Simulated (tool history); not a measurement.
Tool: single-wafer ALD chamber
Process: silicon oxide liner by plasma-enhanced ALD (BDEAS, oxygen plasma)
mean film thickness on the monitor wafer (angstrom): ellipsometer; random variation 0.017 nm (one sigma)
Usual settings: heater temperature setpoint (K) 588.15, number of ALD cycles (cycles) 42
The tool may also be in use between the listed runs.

run,hour,heater temperature setpoint (K),number of ALD cycles (cycles),"read-back reference wafer on the same gauge, thickness_nm",mean film thickness on the monitor wafer (angstrom)
1,0.0,591.15,42,4.255,38.88
2,16.3,591.15,42,4.247,38.70
3,30.9,591.15,42,4.241,38.59
4,51.3,585.15,45,4.229,41.65
5,87.0,588.15,42,4.229,38.63
6,111.9,581.15,42,4.221,38.76
7,142.7,581.15,42,4.211,38.64
8,158.0,581.15,42,4.213,38.60
9,189.3,584.15,36,4.209,32.91
10,211.2,584.15,36,4.200,33.24
11,243.1,588.15,42,4.198,38.43
12,273.7,588.15,42,4.197,38.16
13,309.3,588.15,42,4.195,38.27
14,321.6,588.15,42,4.192,38.35
15,387.6,596.15,42,4.186,37.64
16,414.5,596.15,42,4.187,38.02
17,443.0,596.15,42,4.183,37.91
# hour 458.7: thermocouple changed; heater temperature recalibrated
18,466.7,588.15,46,4.178,41.62
19,491.4,588.15,46,4.178,41.98
20,520.5,588.15,46,4.180,42.02
21,556.0,588.15,39,4.174,35.41
22,585.6,591.15,42,4.175,37.85
23,620.6,576.15,40,4.172,37.10
# hour 625.7: gauge calibrated
24,635.2,600.15,42,4.314,38.82
25,653.4,584.15,46,4.301,42.96
26,671.3,588.15,42,4.292,39.29
27,694.1,588.15,42,4.286,39.17
28,717.2,588.15,42,4.275,38.94
29,746.8,588.15,42,4.264,38.91
30,771.3,593.15,47,4.256,43.36
31,876.5,600.15,47,4.238,42.50
32,908.5,596.15,38,4.229,34.61
33,928.0,584.15,34,4.220,31.26
34,961.9,603.15,45,4.223,40.49
35,986.6,588.15,42,4.218,38.45
36,1015.9,573.15,42,4.216,39.20
37,1029.3,580.15,39,4.206,35.72
38,1047.2,588.15,42,4.212,38.28
39,1068.4,576.15,42,4.208,38.60
40,1089.7,575.15,36,4.205,33.77
41,1111.1,588.15,42,4.206,38.79
42,1144.4,573.15,46,4.206,42.95

3 ways to go on from here, each from the tool as it stands after run 42. What would each give?
A,1144.9,588.15,42,?,?
B,1144.9,588.15,50,?,?
C,1144.9,580.15,46,?,?

run,"read-back reference wafer on the same gauge, thickness_nm",mean film thickness on the monitor wafer (angstrom)
A,4.204,38.33
B,4.204,45.63
C,4.204,42.40
Without the tool's hidden state the same runs would have given:
run,mean film thickness on the monitor wafer (angstrom)
A,39.31
B,46.80
C,43.49
